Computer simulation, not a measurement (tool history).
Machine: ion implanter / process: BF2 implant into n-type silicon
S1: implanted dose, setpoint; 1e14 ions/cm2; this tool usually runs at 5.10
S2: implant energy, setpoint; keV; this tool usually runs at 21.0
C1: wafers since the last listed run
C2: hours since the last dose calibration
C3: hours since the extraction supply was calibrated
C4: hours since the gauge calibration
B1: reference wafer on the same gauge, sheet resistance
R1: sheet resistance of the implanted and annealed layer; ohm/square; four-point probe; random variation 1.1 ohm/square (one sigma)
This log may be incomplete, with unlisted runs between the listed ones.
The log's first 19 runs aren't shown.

run,hour,S1,S2,C1,C2,C3,C4,B1,R1
20,459.8,6.11,15.0,381,560.9,2990.2,56.6,275.06,241.33
21,493.7,4.56,25.0,559,594.8,3024.1,90.5,275.01,266.46
# hour 504.3: Faraday cup replaced and dose calibrated
22,527.0,5.10,25.0,417,22.7,3057.4,123.8,274.67,234.45
23,556.2,5.10,27.0,482,51.9,3086.6,153.0,275.10,231.76
24,582.1,5.10,19.0,427,77.8,3112.5,178.9,274.52,248.58
25,603.5,4.26,18.5,353,99.2,3133.9,200.3,274.99,285.98
# hour 632.2: extraction supply calibrated
26,637.6,5.70,14.0,430,133.3,5.4,234.4,274.82,252.46
27,652.8,5.10,21.0,250,148.5,20.6,249.6,275.19,244.55
28,671.0,5.10,21.0,300,166.7,38.8,267.8,274.47,243.83
29,688.2,5.10,27.5,283,183.9,56.0,285.0,274.71,232.98
30,713.9,6.30,26.5,424,209.6,81.7,310.7,274.87,201.45
31,744.2,4.30,21.0,500,239.9,112.0,341.0,274.90,278.59
32,758.1,4.41,21.0,229,253.8,125.9,354.9,275.55,274.47
33,782.5,4.57,21.0,402,278.2,150.3,379.3,274.99,267.68
34,812.2,5.10,21.0,490,307.9,180.0,409.0,274.45,247.69
35,831.3,5.10,14.5,315,327.0,199.1,428.1,275.40,268.90
36,862.5,4.37,27.0,515,358.2,230.3,459.3,275.15,269.07

Predict each of these 5 candidate next runs independently; none follows another, all start after run 36:
A,862.9,5.10,18.5,6,358.6,230.7,459.7,?,?
B,862.9,5.10,28.0,6,358.6,230.7,459.7,?,?
C,862.9,3.63,27.0,6,358.6,230.7,459.7,?,?
D,862.9,5.87,25.5,6,358.6,230.7,459.7,?,?
E,862.9,6.19,15.5,6,358.6,230.7,459.7,?,?

run,B1,R1
A,275.14,253.88
B,275.14,235.41
C,275.14,314.11
D,275.14,214.67
E,275.14,234.64
Take away the tool's hidden state, keep each run's random variation, and the runs would have read:
run,R1
A,248.01
B,229.18
C,305.26
D,209.49
E,230.22
